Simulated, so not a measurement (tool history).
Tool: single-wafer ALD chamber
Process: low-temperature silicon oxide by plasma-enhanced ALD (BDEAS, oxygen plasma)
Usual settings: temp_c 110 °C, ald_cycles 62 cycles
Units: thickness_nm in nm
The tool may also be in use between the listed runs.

run	hour	temp_c	ald_cycles	wafers since the last listed run	hours since the last thermocouple change	hours since the gauge calibration	read-back reference wafer on the same gauge, thickness_nm	thickness_nm
1	0.0	110	62	0	1338.3	719.1	7.054	7.992
2	46.5	110	62	259	1384.8	765.6	7.053	7.995
3	101.1	110	62	304	1439.4	820.2	7.059	7.969
4	178.1	117	62	429	1516.4	897.2	7.065	7.856
5	228.7	117	62	282	1567.0	947.8	7.061	7.924
6	327.8	110	62	552	1666.1	1046.9	7.057	8.036
# hour 337.1: gauge calibrated
# hour 356.4: thermocouple changed; heater temperature recalibrated
7	428.8	110	59	518	72.4	91.7	7.055	7.602
8	485.7	95	62	317	129.3	148.6	7.064	8.336
9	545.5	110	62	333	189.1	208.4	7.056	7.973
10	620.9	101	67	420	264.5	283.8	7.063	8.732
11	717.3	110	54	537	360.9	380.2	7.055	6.993
12	754.7	103	73	208	398.3	417.6	7.067	9.571
13	797.0	105	57	235	440.6	459.9	7.063	7.392
14	865.2	98	53	380	508.8	528.1	7.066	7.064
15	926.3	103	56	340	569.9	589.2	7.063	7.314

Forecast each of these 3 alternatives for the next run:
A	926.8	110	62	2	570.4	589.7	?	?
B	926.8	110	53	2	570.4	589.7	?	?
C	926.8	114	71	2	570.4	589.7	?	?

run	read-back reference wafer on the same gauge, thickness_nm	thickness_nm
A	7.069	8.009
B	7.069	6.847
C	7.069	9.095
Without the tool's hidden state the same runs would have given:
run	thickness_nm
A	8.009
B	6.847
C	9.095

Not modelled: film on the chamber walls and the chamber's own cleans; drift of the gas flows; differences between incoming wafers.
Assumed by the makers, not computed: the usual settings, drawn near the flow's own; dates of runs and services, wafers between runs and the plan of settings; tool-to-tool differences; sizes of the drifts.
